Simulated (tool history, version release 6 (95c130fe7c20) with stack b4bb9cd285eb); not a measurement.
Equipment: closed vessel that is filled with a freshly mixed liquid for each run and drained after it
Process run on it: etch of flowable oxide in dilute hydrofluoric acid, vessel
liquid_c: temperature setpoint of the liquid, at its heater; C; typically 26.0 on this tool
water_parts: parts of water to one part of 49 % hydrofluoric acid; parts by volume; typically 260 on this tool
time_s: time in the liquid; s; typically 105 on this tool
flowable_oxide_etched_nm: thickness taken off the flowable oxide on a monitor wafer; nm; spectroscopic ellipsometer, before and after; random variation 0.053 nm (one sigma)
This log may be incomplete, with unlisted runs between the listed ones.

run,hour,liquid_c,water_parts,time_s,"read-back film thickness of the flowable oxide reference wafer, read on the same gauge (nm)",flowable_oxide_etched_nm
1,0.0,26.0,260,105,110.01,9.79
2,14.8,26.0,260,105,110.00,9.69
3,39.4,26.0,260,105,110.00,9.72
4,50.2,26.0,260,105,110.01,9.65
5,67.4,26.0,260,105,110.00,9.64
6,80.1,26.0,260,105,109.99,9.67
7,92.1,26.0,260,105,109.98,9.63
8,101.3,26.0,260,105,109.99,9.69
# hour 116.5: thermometer replaced
9,117.0,26.0,350,105,109.99,7.12
10,124.2,26.0,260,105,109.99,10.44
11,135.5,26.0,260,105,109.99,10.47
12,146.7,26.0,260,105,110.00,10.54
# hour 148.7: gauge calibrated
13,162.9,26.0,165,105,110.01,18.40
# hour 169.4: hydrofluoric acid flow meter replaced
14,172.8,26.0,260,105,110.00,10.50
15,181.8,26.0,260,105,110.01,10.39
16,187.8,26.0,260,105,109.99,10.30
17,198.7,26.0,330,60,110.00,4.41
18,207.7,21.5,260,55,110.00,4.64
19,253.2,22.5,185,80,110.00,10.55
20,267.1,26.0,260,130,110.01,12.84
21,283.2,30.0,225,90,110.00,12.26
22,298.7,21.5,260,160,110.02,13.49
23,314.2,23.0,185,85,110.00,11.31
24,328.3,26.0,325,170,110.01,12.51
25,343.4,26.0,260,105,110.00,10.35
26,359.2,26.0,260,105,110.02,10.33
27,370.8,26.0,170,105,110.01,17.29
28,376.9,26.0,260,105,110.02,10.32
29,387.1,21.5,145,65,109.99,10.77
30,400.6,26.0,215,105,110.01,13.04
31,407.5,26.0,260,70,109.99,6.84
32,419.5,26.0,340,70,110.00,4.82
33,432.1,26.0,260,135,110.00,13.12

Run by run, hidden condition taken away, random variation retained:
Hidden state present: liquid colder than its thermometer reads (K); hydrofluoric acid flow below the setpoint (%); gauge reads high (%).
run,flowable_oxide_etched_nm
1,10.77
2,10.66
3,10.72
4,10.65
5,10.66
6,10.70
7,10.67
8,10.75
9,7.27
10,10.66
11,10.71
12,10.79
13,18.89
14,10.77
15,10.67
16,10.58
17,4.53
18,4.78
19,10.93
20,13.27
21,12.68
22,14.01
23,11.77
24,12.97
25,10.77
26,10.76
27,18.07
28,10.76
29,11.30
30,13.64
31,7.15
32,5.04
33,13.75
